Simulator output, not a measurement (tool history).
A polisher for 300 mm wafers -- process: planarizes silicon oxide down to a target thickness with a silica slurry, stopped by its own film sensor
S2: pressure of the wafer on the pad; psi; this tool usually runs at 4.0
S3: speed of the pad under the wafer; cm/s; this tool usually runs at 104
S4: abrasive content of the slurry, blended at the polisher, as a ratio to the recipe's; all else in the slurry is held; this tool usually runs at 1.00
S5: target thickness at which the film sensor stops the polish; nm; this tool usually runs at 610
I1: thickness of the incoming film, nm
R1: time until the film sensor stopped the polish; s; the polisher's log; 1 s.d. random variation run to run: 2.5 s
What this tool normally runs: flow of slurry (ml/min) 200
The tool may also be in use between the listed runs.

Run 1, hour 0.0: usual settings; I1 1043.2. Result: R1 152.4 s.
At hour 37.6: head pressure recalibrated.
At hour 48.8: slurry nozzle cleaned.
At hour 86.1: worn pad replaced by a new one.
Run 2, hour 86.6: usual settings; I1 1034.9. Result: R1 162.9 s.
At hour 99.7: slurry blender recalibrated.
Run 3, hour 128.9: usual settings; I1 1016.7. Result: R1 156.3 s.
Run 4, hour 210.7: usual settings; I1 1022.9. Result: R1 159.3 s.
At hour 261.2: conditioning disc replaced and pad reconditioned.
Run 5, hour 266.5: usual settings; I1 1018.9. Result: R1 155.6 s.
Run 6, hour 313.4: usual settings; I1 1020.2. Result: R1 158.8 s.
Run 7, hour 355.9: usual settings but S2 5.0 psi, S3 120 cm/s; I1 1039.3. Result: R1 121.1 s.
Run 8, hour 409.8: usual settings but flow of slurry (ml/min) 265; I1 1018.6. Result: R1 160.5 s.
Run 9, hour 463.3: usual settings but flow of slurry (ml/min) 270, S2 3.2 psi, S4 1.15, S5 750 nm; I1 1031.1. Result: R1 129.3 s.
At hour 522.2: head pressure recalibrated, repeated, since the last time left the tool worse.
Run 10, hour 536.5: usual settings; I1 1038.5. Result: R1 148.3 s.
Run 11, hour 575.2: usual settings but flow of slurry (ml/min) 155, S5 686 nm; I1 1031.3. Result: R1 120.9 s.
At hour 630.6: slurry nozzle cleaned.
Run 12, hour 633.6: usual settings but S2 5.1 psi, S5 508 nm; I1 1020.8. Result: R1 145.0 s.
At hour 653.6: slurry blender recalibrated.
At hour 653.7: worn pad replaced by a new one.
Run 13, hour 714.3: usual settings; I1 1047.4. Result: R1 153.5 s.
At hour 744.5: conditioning disc replaced and pad reconditioned.
Run 14, hour 796.8: usual settings; I1 1027.4. Result: R1 146.5 s.
Run 15, hour 863.7: usual settings but flow of slurry (ml/min) 160, S4 1.15; I1 1012.2. Result: R1 135.6 s.
Run 16, hour 945.3: usual settings but flow of slurry (ml/min) 140, S3 86 cm/s; I1 1023.9. Result: R1 176.7 s.
Run 17, hour 1007.9: usual settings; I1 1032.5. Result: R1 152.1 s.
Run 18, hour 1044.1: usual settings but S2 4.9 psi, S3 116 cm/s, S4 1.20, S5 567 nm; I1 1014.8. Result: R1 111.4 s.
At hour 1093.6: slurry nozzle cleaned.
At hour 1109.5: head pressure recalibrated.
At hour 1121.9: slurry blender recalibrated.
Run 19, hour 1151.2: usual settings but flow of slurry (ml/min) 235, S2 5.2 psi, S4 1.25, S5 543 nm; I1 1027.3. Result: R1 112.3 s.
Run 20, hour 1187.9: usual settings but flow of slurry (ml/min) 250, S3 136 cm/s; I1 1019.4. Result: R1 109.3 s.
At hour 1216.0: worn pad replaced by a new one.
At hour 1279.7: conditioning disc replaced and pad reconditioned.
Run 21, hour 1287.5: usual settings but S5 661 nm; I1 1042.8. Result: R1 134.2 s.
Run 22, hour 1368.2: usual settings but S4 1.20; I1 1010.7. Result: R1 125.7 s.
Run 23, hour 1471.0: usual settings but S3 130 cm/s, S4 0.90, S5 509 nm; I1 1025.5. Result: R1 165.1 s.
At hour 1643.0: slurry blender recalibrated.
At hour 1699.1: head pressure recalibrated.
At hour 1706.1: slurry nozzle cleaned.
Run 24, hour 1729.2: usual settings but S2 3.2 psi; I1 1026.6. Result: R1 175.7 s.
At hour 1744.7: conditioning disc replaced and pad reconditioned.
At hour 1770.6: worn pad replaced by a new one.
Run 25, hour 1826.6: usual settings but flow of slurry (ml/min) 130, S2 3.4 psi, S3 94 cm/s; I1 1042.9. Result: R1 205.6 s.

What if the next run were any one of these 4? Each begins from the tool's condition after run 25:
Run A, hour 1827.1: usual settings but S5 537 nm; I1 1031.0. Result: R1 ?.
Run B, hour 1827.1: usual settings but S4 1.20, S5 685 nm; I1 1031.0. Result: R1 ?.
Run C, hour 1827.1: usual settings but S2 3.5 psi, S3 90 cm/s; I1 1031.0. Result: R1 ?.
Run D, hour 1827.1: usual settings but S2 3.6 psi, S4 1.25; I1 1031.0. Result: R1 ?.

run     R1
  A  169.8
  B  109.5
  C  184.8
  D  145.0
With the hidden condition removed and each run's random variation left untouched, the same runs would have given:
run     R1
  A  164.9
  B  106.4
  C  179.4
  D  140.8
